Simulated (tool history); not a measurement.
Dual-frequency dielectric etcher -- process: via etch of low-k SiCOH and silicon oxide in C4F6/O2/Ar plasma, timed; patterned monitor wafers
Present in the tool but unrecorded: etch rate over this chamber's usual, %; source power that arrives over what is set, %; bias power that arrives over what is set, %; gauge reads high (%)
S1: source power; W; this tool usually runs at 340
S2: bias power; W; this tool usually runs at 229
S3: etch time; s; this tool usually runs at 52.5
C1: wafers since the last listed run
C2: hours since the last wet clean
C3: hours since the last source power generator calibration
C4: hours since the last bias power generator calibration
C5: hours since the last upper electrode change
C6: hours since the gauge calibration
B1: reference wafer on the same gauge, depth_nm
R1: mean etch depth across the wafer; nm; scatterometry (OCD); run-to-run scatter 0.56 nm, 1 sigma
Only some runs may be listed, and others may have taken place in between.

run 1 hour=0.0 | S1=340 S2=229 S3=44.5 | C1=0 C2=546.3 C3=2065.3 C4=2732.1 C5=1786.9 C6=177.9 | B1=136.0 | R1=122.3
run 2 hour=9.3 | S1=340 S2=229 S3=44.5 | C1=84 C2=555.6 C3=2074.6 C4=2741.4 C5=1796.2 C6=187.2 | B1=136.1 | R1=121.2
run 3 hour=21.6 | S1=340 S2=229 S3=52.5 | C1=111 C2=567.9 C3=2086.9 C4=2753.7 C5=1808.5 C6=199.5 | B1=136.3 | R1=143.1
run 4 hour=33.9 | S1=340 S2=229 S3=52.5 | C1=111 C2=580.2 C3=2099.2 C4=2766.0 C5=1820.8 C6=211.8 | B1=135.9 | R1=143.3
run 5 hour=40.6 | S1=340 S2=229 S3=52.5 | C1=61 C2=586.9 C3=2105.9 C4=2772.7 C5=1827.5 C6=218.5 | B1=136.0 | R1=143.6
run 6 hour=58.1 | S1=340 S2=251 S3=59.5 | C1=159 C2=604.4 C3=2123.4 C4=2790.2 C5=1845.0 C6=236.0 | B1=136.1 | R1=168.0
run 7 hour=64.6 | S1=340 S2=251 S3=59.5 | C1=59 C2=610.9 C3=2129.9 C4=2796.7 C5=1851.5 C6=242.5 | B1=136.0 | R1=168.2
run 8 hour=79.6 | S1=340 S2=229 S3=52.5 | C1=136 C2=625.9 C3=2144.9 C4=2811.7 C5=1866.5 C6=257.5 | B1=136.0 | R1=145.2
-- hour=113.7 wet clean of the chamber
run 9 hour=114.2 | S1=340 S2=229 S3=52.5 | C1=96 C2=0.5 C3=2179.5 C4=2846.3 C5=1901.1 C6=292.1 | B1=135.8 | R1=138.7
run 10 hour=114.6 | S1=340 S2=229 S3=52.5 | C1=3 C2=0.9 C3=2179.9 C4=2846.7 C5=1901.5 C6=292.5 | B1=136.1 | R1=139.0
-- hour=123.5 gauge calibrated
run 11 hour=123.6 | S1=340 S2=229 S3=52.5 | C1=81 C2=9.9 C3=2188.9 C4=2855.7 C5=1910.5 C6=0.1 | B1=135.8 | R1=139.2
run 12 hour=137.5 | S1=340 S2=229 S3=60.5 | C1=126 C2=23.8 C3=2202.8 C4=2869.6 C5=1924.4 C6=14.0 | B1=136.2 | R1=159.7
-- hour=163.9 source power generator calibrated
-- hour=170.3 upper electrode replaced
-- hour=173.0 bias power generator calibrated
run 13 hour=173.5 | S1=340 S2=229 S3=60.5 | C1=208 C2=59.8 C3=9.6 C4=0.5 C5=3.2 C6=50.0 | B1=136.0 | R1=159.7
run 14 hour=173.8 | S1=340 S2=229 S3=60.5 | C1=2 C2=60.1 C3=9.9 C4=0.8 C5=3.5 C6=50.3 | B1=136.1 | R1=159.8
run 15 hour=177.7 | S1=340 S2=229 S3=52.5 | C1=35 C2=64.0 C3=13.8 C4=4.7 C5=7.4 C6=54.2 | B1=136.0 | R1=139.5
run 16 hour=185.9 | S1=340 S2=229 S3=52.5 | C1=74 C2=72.2 C3=22.0 C4=12.9 C5=15.6 C6=62.4 | B1=136.1 | R1=138.8
run 17 hour=202.1 | S1=390 S2=200 S3=60.0 | C1=147 C2=88.4 C3=38.2 C4=29.1 C5=31.8 C6=78.6 | B1=136.0 | R1=162.9
run 18 hour=216.9 | S1=340 S2=229 S3=64.5 | C1=134 C2=103.2 C3=53.0 C4=43.9 C5=46.6 C6=93.4 | B1=136.2 | R1=171.3
run 19 hour=230.7 | S1=390 S2=229 S3=59.0 | C1=125 C2=117.0 C3=66.8 C4=57.7 C5=60.4 C6=107.2 | B1=136.0 | R1=167.7
run 20 hour=246.9 | S1=270 S2=229 S3=52.5 | C1=147 C2=133.2 C3=83.0 C4=73.9 C5=76.6 C6=123.4 | B1=135.9 | R1=124.4
run 21 hour=264.8 | S1=380 S2=229 S3=52.5 | C1=162 C2=151.1 C3=100.9 C4=91.8 C5=94.5 C6=141.3 | B1=136.1 | R1=146.6
run 22 hour=278.5 | S1=370 S2=184 S3=47.5 | C1=124 C2=164.8 C3=114.6 C4=105.5 C5=108.2 C6=155.0 | B1=135.7 | R1=122.9
run 23 hour=289.4 | S1=340 S2=229 S3=52.5 | C1=99 C2=175.7 C3=125.5 C4=116.4 C5=119.1 C6=165.9 | B1=135.8 | R1=141.5
run 24 hour=300.2 | S1=340 S2=229 S3=66.0 | C1=98 C2=186.5 C3=136.3 C4=127.2 C5=129.9 C6=176.7 | B1=135.9 | R1=176.6
run 25 hour=315.8 | S1=320 S2=211 S3=36.5 | C1=142 C2=202.1 C3=151.9 C4=142.8 C5=145.5 C6=192.3 | B1=135.7 | R1=92.1
run 26 hour=325.2 | S1=390 S2=229 S3=52.5 | C1=85 C2=211.5 C3=161.3 C4=152.2 C5=154.9 C6=201.7 | B1=136.2 | R1=151.8
run 27 hour=332.5 | S1=370 S2=282 S3=42.0 | C1=66 C2=218.8 C3=168.6 C4=159.5 C5=162.2 C6=209.0 | B1=136.0 | R1=127.4
run 28 hour=343.4 | S1=340 S2=229 S3=52.5 | C1=99 C2=229.7 C3=179.5 C4=170.4 C5=173.1 C6=219.9 | B1=135.8 | R1=141.1

Each run again, without the hidden state but with its own random variation kept:
run=1 R1=117.7
run=2 R1=116.6
run=3 R1=137.5
run=4 R1=137.6
run=5 R1=137.8
run=6 R1=161.0
run=7 R1=161.0
run=8 R1=138.9
run=9 R1=138.3
run=10 R1=138.6
run=11 R1=138.7
run=12 R1=159.0
run=13 R1=158.4
run=14 R1=158.6
run=15 R1=138.4
run=16 R1=137.5
run=17 R1=161.2
run=18 R1=169.4
run=19 R1=165.6
run=20 R1=122.6
run=21 R1=144.3
run=22 R1=120.9
run=23 R1=139.1
run=24 R1=173.3
run=25 R1=90.3
run=26 R1=148.7
run=27 R1=124.7
run=28 R1=138.0
